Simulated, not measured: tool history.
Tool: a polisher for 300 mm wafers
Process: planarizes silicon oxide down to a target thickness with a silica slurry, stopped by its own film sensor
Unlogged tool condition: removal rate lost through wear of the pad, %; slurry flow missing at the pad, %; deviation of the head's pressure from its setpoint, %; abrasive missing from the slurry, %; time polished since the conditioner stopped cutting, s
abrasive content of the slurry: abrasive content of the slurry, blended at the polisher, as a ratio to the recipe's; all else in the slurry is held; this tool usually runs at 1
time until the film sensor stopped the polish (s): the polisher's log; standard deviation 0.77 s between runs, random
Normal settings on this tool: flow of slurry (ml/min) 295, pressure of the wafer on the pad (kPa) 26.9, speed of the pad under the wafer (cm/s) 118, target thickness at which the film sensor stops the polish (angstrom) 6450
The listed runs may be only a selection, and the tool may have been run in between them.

run	hour	flow of slurry (ml/min)	pressure of the wafer on the pad (kPa)	speed of the pad under the wafer (cm/s)	abrasive content of the slurry	target thickness at which the film sensor stops the polish (angstrom)	wafers since the last listed run	wafers polished on this pad	hours since the slurry nozzle was cleaned	hours since the head pressure was calibrated	hours since the slurry blender was calibrated	hours since the conditioning disc was replaced	incoming thickness of the incoming film, nm	time until the film sensor stopped the polish (s)
1	0	295	26.9	118	1	6450	0	206	182.1	260.6	304.1	48.5	832.6	65.6
2	15.2	295	26.9	118	1	6450	115	321	197.3	275.8	319.3	63.7	847.8	70.1
3	27.9	295	31.7	118	1	6870	96	418	210	288.5	332	76.4	863.5	51.7
4	45.3	295	31.7	118	1	6870	132	550	227.4	305.9	349.4	93.8	851.4	48.2
5	53.1	295	31.7	118	1	6870	59	609	235.2	313.7	357.2	101.6	847.2	47.2
# hour 57.8: worn pad replaced by a new one
6	64.9	295	24.1	118	1	6690	59	53	247	325.5	369	113.4	852.4	71
7	71.7	295	24.1	118	1	6690	51	105	253.8	332.3	375.8	120.2	852.8	70.4
8	81.3	295	24.1	118	1	6690	72	178	263.4	341.9	385.4	129.8	847	69.5
9	90.3	295	26.9	118	1	6450	68	246	272.4	350.9	394.4	138.8	867.9	76.1
# hour 93.8: conditioning disc replaced and pad reconditioned
10	100.3	295	26.9	118	1	6450	60	307	282.4	360.9	404.4	6.5	863.2	75.9
11	107	295	26.9	118	1	6450	50	358	289.1	367.6	411.1	13.2	857.6	73.9
12	122.1	295	26.9	118	1	6450	114	473	304.2	382.7	426.2	28.3	847.4	70.7
# hour 138.6: worn pad replaced by a new one
13	139.1	295	26.9	118	1	6450	98	4	321.2	399.7	443.2	45.3	851	71.5
14	145.8	295	26.9	118	1	6450	50	54	327.9	406.4	449.9	52	846.4	69.9
# hour 156.7: slurry blender recalibrated
15	157.2	295	17.2	118	1	6450	71	126	339.3	417.8	0.5	63.4	855.9	115.6
16	171.8	195	17.9	130	1.15	6450	110	237	353.9	432.4	15.1	78	839	95.2
17	178.1	295	26.9	152	1	6450	47	285	360.2	438.7	21.4	84.3	838.7	54.3
18	192.9	390	22.8	84	1	6450	112	397	375	453.5	36.2	99.1	851.3	107.8
# hour 196.2: head pressure recalibrated
# hour 200: slurry nozzle cleaned
19	205.9	295	17.2	100	1	6450	75	473	5.9	9.7	49.2	112.1	852.1	126.1
20	222	295	26.9	142	1	6750	122	595	22	25.8	65.3	128.2	854	53.6
# hour 229.5: worn pad replaced by a new one
21	230	295	26.9	98	1	6750	30	3	30	33.8	73.3	136.2	847.5	70.7
22	238.8	350	26.9	118	1	6630	66	70	38.8	42.6	82.1	145	837.3	58.8
23	245.5	190	35.9	118	1.15	6450	50	121	45.5	49.3	88.8	151.7	845.9	53.1
# hour 252.7: conditioning disc replaced and pad reconditioned
24	256.7	295	26.9	118	1	6450	69	191	56.7	60.5	100	4	848.6	70.9
25	272.6	375	26.9	98	1	6450	120	312	72.6	76.4	115.9	19.9	851.7	80.8
26	278.8	390	26.9	118	1.3	6450	47	359	78.8	82.6	122.1	26.1	853.5	63.9

Take each entry between the runs: how does the hidden state at the last listed run before it differ from the hidden state at the first listed run after it?
In the gap between runs 5 and 6: worn pad replaced by a new one (hour 57.8)
  no hidden state differs between the two runs
In the gap between runs 9 and 10: conditioning disc replaced and pad reconditioned (hour 93.8)
  no hidden state differs between the two runs
In the gap between runs 12 and 13: worn pad replaced by a new one (hour 138.6)
  no hidden state differs between the two runs
In the gap between runs 14 and 15: slurry blender recalibrated (hour 156.7)
  no hidden state differs between the two runs
In the gap between runs 18 and 19: head pressure recalibrated (hour 196.2); slurry nozzle cleaned (hour 200)
  no hidden state differs between the two runs
In the gap between runs 20 and 21: worn pad replaced by a new one (hour 229.5)
  no hidden state differs between the two runs
In the gap between runs 23 and 24: conditioning disc replaced and pad reconditioned (hour 252.7)
  no hidden state differs between the two runs
